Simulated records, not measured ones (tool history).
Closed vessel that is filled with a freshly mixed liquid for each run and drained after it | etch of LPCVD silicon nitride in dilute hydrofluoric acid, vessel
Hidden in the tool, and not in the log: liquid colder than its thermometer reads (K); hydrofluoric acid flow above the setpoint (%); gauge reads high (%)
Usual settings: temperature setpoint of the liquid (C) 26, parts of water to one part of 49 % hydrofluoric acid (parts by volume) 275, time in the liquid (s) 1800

run	hour	temperature setpoint of the liquid (C)	parts of water to one part of 49 % hydrofluoric acid (parts by volume)	time in the liquid (s)	wafers since the last listed run	hours since the thermometer was replaced	hours since the hydrofluoric acid flow meter was replaced	hours since the gauge calibration	read-back film thickness of the LPCVD silicon nitride reference wafer, read on the same gauge (nm)	thickness taken off the LPCVD silicon nitride on a monitor wafer (angstrom)
1	0	26	235	1800	0	582.5	523.5	1695.7	90.005	43.12
2	37.4	26	235	1800	1505	619.9	560.9	1733.1	90.018	43.89
3	102	26	275	1800	2599	684.5	625.5	1797.7	90.008	37.88
4	178.6	26	275	1800	3082	761.1	702.1	1874.3	90.011	37.79
# hour 257.5: hydrofluoric acid flow meter replaced
# hour 282.3: thermometer replaced
5	282.8	26	275	1800	4112	0.5	25.3	1978.5	89.996	35.59
6	359.3	26	275	1800	3078	77	101.8	2055	89.981	35.99
7	434.3	26	275	1800	3018	152	176.8	2130	90.001	35.9
8	536.6	27.5	175	2505	4116	254.3	279.1	2232.3	90.017	87.88
# hour 564.1: gauge calibrated
9	708.2	28.5	275	2290	6905	425.9	450.7	144.1	90.022	53.57
10	786.6	24	180	1800	3155	504.3	529.1	222.5	90.001	50.03
# hour 982.4: hydrofluoric acid flow meter replaced
11	1015.6	26	275	1800	9175	733.3	33.2	451.5	90.007	36.4
12	1097.4	26	275	1800	3291	815.1	115	533.3	90.01	35.63
13	1204.3	27.5	190	1800	4302	922	221.9	640.2	90.013	57.61
14	1272.3	30.5	385	2390	2736	990	289.9	708.2	90.017	44.87
# hour 1323.3: thermometer replaced
15	1373.7	26	275	1800	4040	50.4	391.3	809.6	89.992	36.7
16	1430.6	26	165	2400	2289	107.3	448.2	866.5	90.007	80.79
17	1618.5	24	185	1800	7561	295.2	636.1	1054.4	89.978	48.53
18	1669.5	26	275	1800	2052	346.2	687.1	1105.4	90.008	37.31
# hour 1694.4: hydrofluoric acid flow meter replaced
19	1740.1	26	335	1800	2800	416.8	45.7	1176	89.995	29.06
20	1821.8	26	275	1800	3287	498.5	127.4	1257.7	90.003	35.67
21	1869.1	26	275	1800	1903	545.8	174.7	1305	89.995	35.61
22	1975.1	27.5	200	2410	4265	651.8	280.7	1411	90.019	72.89
23	2050.8	24	275	2095	3046	727.5	356.4	1486.7	90.005	37.45
24	2129.8	28.5	275	1800	3179	806.5	435.4	1565.7	89.989	42.73
25	2177.4	26	275	740	1915	854.1	483	1613.3	90.007	15.04
26	2275.7	26	275	2485	3955	952.4	581.3	1711.6	90.012	51.34
27	2328.8	26	275	1800	2136	1005.5	634.4	1764.7	89.986	37.36
# hour 2365.5: thermometer replaced
28	2396.1	29.5	400	2715	2668	30.6	701.7	1832	90.015	47.39
29	2486.9	26	275	2655	3654	121.4	792.5	1922.8	89.995	55.12
30	2579.1	30	325	2400	3710	213.6	884.7	2015	89.991	52.62
# hour 2594.2: hydrofluoric acid flow meter replaced
31	2635.3	26	220	2490	2221	269.8	41.1	2071.2	90.01	61.7

Measured less the same run without the tool's hidden state. The same run-to-run variation is in both; the gauge's scatter may not be:
run	thickness taken off the LPCVD silicon nitride on a monitor wafer (angstrom)
1	+2.02
2	+2.16
3	+2.02
4	+2.18
5	+0.23
6	+0.42
7	+0.59
8	+2.05
9	+1.86
10	+1.93
11	+0.15
12	+0.35
13	+0.97
14	+0.98
15	+1.02
16	+2.52
17	+2.06
18	+1.72
19	+0.11
20	+0.33
21	+0.45
22	+1.42
23	+0.9
24	+1.27
25	+0.49
26	+1.98
27	+1.56
28	+2.24
29	+2.84
30	+3.09
31	+0.62
